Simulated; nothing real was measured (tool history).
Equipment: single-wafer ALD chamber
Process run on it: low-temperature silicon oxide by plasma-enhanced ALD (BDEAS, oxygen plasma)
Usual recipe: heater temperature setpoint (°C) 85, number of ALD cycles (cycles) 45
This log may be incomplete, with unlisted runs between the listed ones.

| run | day | heater temperature setpoint (°C) | number of ALD cycles (cycles) | wafers since the last listed run | hours since the last thermocouple change | hours since the gauge calibration | read-back reference wafer on the same gauge, thickness_nm | mean film thickness on the monitor wafer (angstrom) |
|---|---|---|---|---|---|---|---|---|
| 1 | 0 | 85 | 50 | 0 | 1019.8 | 62.7 | 5.878 | 71.2 |
| 2 | 1.483 | 85 | 50 | 147 | 1055.4 | 98.3 | 5.877 | 71.14 |
| 3 | 2.483 | 85 | 50 | 99 | 1079.4 | 122.3 | 5.88 | 71.07 |
| 4 | 3.925 | 85 | 52 | 143 | 1114 | 156.9 | 5.876 | 74 |
| 5 | 4.488 | 85 | 45 | 55 | 1127.5 | 170.4 | 5.878 | 63.89 |
| 6 | 5.329 | 85 | 45 | 83 | 1147.7 | 190.6 | 5.885 | 64.16 |
| 7 | 6.446 | 73 | 48 | 111 | 1174.5 | 217.4 | 5.879 | 71.64 |
| 8 | 7.346 | 73 | 48 | 89 | 1196.1 | 239 | 5.882 | 71.42 |
| 9 | 8.238 | 94 | 41 | 88 | 1217.5 | 260.4 | 5.877 | 56.33 |
| 10 | 9.146 | 85 | 45 | 90 | 1239.3 | 282.2 | 5.88 | 64.31 |
| 11 | 10.258 | 85 | 45 | 110 | 1266 | 308.9 | 5.884 | 63.92 |
| 12 | 11.492 | 85 | 48 | 122 | 1295.6 | 338.5 | 5.878 | 68.29 |
| 13 | 12.879 | 85 | 45 | 138 | 1328.9 | 371.8 | 5.881 | 64.25 |
| 14 | 13.871 | 80 | 45 | 98 | 1352.7 | 395.6 | 5.885 | 65.12 |
| 15 | 15.167 | 80 | 45 | 128 | 1383.8 | 426.7 | 5.88 | 65.47 |
| 16 | 15.758 | 85 | 45 | 58 | 1398 | 440.9 | 5.878 | 64.44 |
| 17 | 17.188 | 85 | 45 | 142 | 1432.3 | 475.2 | 5.879 | 64.18 |
| 18 | 17.733 | 85 | 45 | 54 | 1445.4 | 488.3 | 5.882 | 64.54 |
| 19 | 18.95 | 85 | 39 | 121 | 1474.6 | 517.5 | 5.874 | 55.94 |
| 20 | 20.038 | 89 | 47 | 108 | 1500.7 | 543.6 | 5.88 | 66.19 |
| 21 | 20.904 | 98 | 45 | 86 | 1521.5 | 564.4 | 5.886 | 61 |
| 22 | 21.625 | 85 | 38 | 71 | 1538.8 | 581.7 | 5.875 | 54.55 |
|  | 22.642 | thermocouple changed; heater temperature recalibrated |
| 23 | 23.625 | 85 | 45 | 165 | 23.6 | 629.7 | 5.884 | 62.37 |
| 24 | 24.729 | 85 | 45 | 109 | 50.1 | 656.2 | 5.872 | 62.7 |
|  | 24.808 | gauge calibrated |
| 25 | 26.058 | 77 | 39 | 132 | 82 | 30 | 5.883 | 55.82 |
| 26 | 26.733 | 72 | 39 | 67 | 98.2 | 46.2 | 5.879 | 56.82 |
| 27 | 27.342 | 85 | 42 | 60 | 112.8 | 60.8 | 5.885 | 58.17 |
| 28 | 28.792 | 92 | 40 | 144 | 147.6 | 95.6 | 5.885 | 53.74 |
| 29 | 29.433 | 90 | 37 | 63 | 163 | 111 | 5.881 | 50.32 |
| 30 | 30.646 | 85 | 47 | 120 | 192.1 | 140.1 | 5.878 | 65.32 |
| 31 | 32.004 | 85 | 49 | 135 | 224.7 | 172.7 | 5.88 | 67.96 |
| 32 | 33.338 | 100 | 41 | 132 | 256.7 | 204.7 | 5.881 | 53.92 |
| 33 | 33.871 | 85 | 45 | 53 | 269.5 | 217.5 | 5.886 | 62.77 |
| 34 | 34.388 | 79 | 39 | 51 | 281.9 | 229.9 | 5.876 | 55.72 |
| 35 | 35.529 | 76 | 41 | 113 | 309.3 | 257.3 | 5.884 | 59.27 |
| 36 | 36.392 | 75 | 42 | 85 | 330 | 278 | 5.881 | 60.91 |
| 37 | 37.075 | 89 | 41 | 67 | 346.4 | 294.4 | 5.882 | 56.34 |

Each row is a separate what-if for the run after 37, all from the same tool condition, not one after another. Results?
| A | 37.096 | 85 | 41 | 2 | 346.9 | 294.9 | ? | ? |
| B | 37.096 | 74 | 37 | 2 | 346.9 | 294.9 | ? | ? |
| C | 37.096 | 73 | 39 | 2 | 346.9 | 294.9 | ? | ? |

| run | read-back reference wafer on the same gauge, thickness_nm | mean film thickness on the monitor wafer (angstrom) |
|---|---|---|
| A | 5.875 | 56.92 |
| B | 5.875 | 53.57 |
| C | 5.875 | 56.68 |
Stripped of hidden state, with their random variation kept, the same runs would have yielded:
| run | mean film thickness on the monitor wafer (angstrom) |
|---|---|
| A | 56.93 |
| B | 53.58 |
| C | 56.69 |
